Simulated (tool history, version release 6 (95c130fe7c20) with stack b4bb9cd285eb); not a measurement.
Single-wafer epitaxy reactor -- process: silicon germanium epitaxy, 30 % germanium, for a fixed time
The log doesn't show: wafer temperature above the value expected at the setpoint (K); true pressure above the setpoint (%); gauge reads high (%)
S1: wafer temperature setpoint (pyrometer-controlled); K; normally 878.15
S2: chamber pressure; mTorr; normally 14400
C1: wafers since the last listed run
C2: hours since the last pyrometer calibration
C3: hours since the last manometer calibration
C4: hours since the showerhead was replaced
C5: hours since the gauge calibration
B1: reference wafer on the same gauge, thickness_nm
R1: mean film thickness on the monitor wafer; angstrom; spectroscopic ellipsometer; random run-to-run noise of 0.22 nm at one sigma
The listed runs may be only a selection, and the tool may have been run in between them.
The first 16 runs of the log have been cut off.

run,hour,S1,S2,C1,C2,C3,C4,C5,B1,R1
17,166.1,892.15,15500,166,964.6,39.2,3374.1,259.3,67.149,814.91
18,172.9,878.15,14400,123,971.4,46.0,3380.9,266.1,67.142,593.74
19,185.3,874.15,14400,224,983.8,58.4,3393.3,278.5,67.174,545.64
20,197.4,873.15,15700,219,995.9,70.5,3405.4,290.6,67.213,562.86
21,212.8,878.15,13100,278,1011.3,85.9,3420.8,306.0,67.210,561.90
22,226.5,878.15,14400,247,1025.0,99.6,3434.5,319.7,67.263,594.17
23,237.8,887.15,11300,204,1036.3,110.9,3445.8,331.0,67.172,619.01
# hour 246.6: showerhead replaced, of another model than before
24,247.1,878.15,14400,23,1045.6,120.2,0.5,340.3,67.190,592.08
25,260.0,872.15,12800,233,1058.5,133.1,13.4,353.2,67.270,466.97
# hour 262.2: gauge calibrated
26,268.6,878.15,14400,155,1067.1,141.7,22.0,6.4,67.213,588.00
27,277.3,878.15,13100,157,1075.8,150.4,30.7,15.1,67.210,541.50
# hour 297.5: pyrometer calibrated
28,298.0,878.15,11700,229,0.5,171.1,51.4,35.8,67.155,458.66
29,302.6,872.15,16700,83,5.1,175.7,56.0,40.4,67.267,574.30
30,315.0,868.15,14400,224,17.5,188.1,68.4,52.8,67.151,466.00
31,349.9,886.15,14400,631,52.4,223.0,103.3,87.7,67.122,673.55
32,358.6,872.15,15900,157,61.1,231.7,112.0,96.4,67.177,552.40
33,373.4,866.15,17200,267,75.9,246.5,126.8,111.2,67.177,512.75
34,384.8,885.15,13200,206,87.3,257.9,138.2,122.6,67.154,612.74
35,400.3,892.15,16800,280,102.8,273.4,153.7,138.1,67.215,868.62
36,416.2,869.15,17600,287,118.7,289.3,169.6,154.0,67.257,560.75

Below are 3 alternative next runs, each starting from the tool's condition after run 36. Predict each:
A,416.6,878.15,14400,7,119.1,289.7,170.0,154.4,?,?
B,416.6,884.15,17500,7,119.1,289.7,170.0,154.4,?,?
C,416.6,890.15,16600,7,119.1,289.7,170.0,154.4,?,?

run,B1,R1
A,67.253,573.32
B,67.253,759.83
C,67.253,823.56
The same runs, with their run-to-run variation unchanged, on a tool lacking any hidden condition would have given:
run,R1
A,570.39
B,756.01
C,819.49
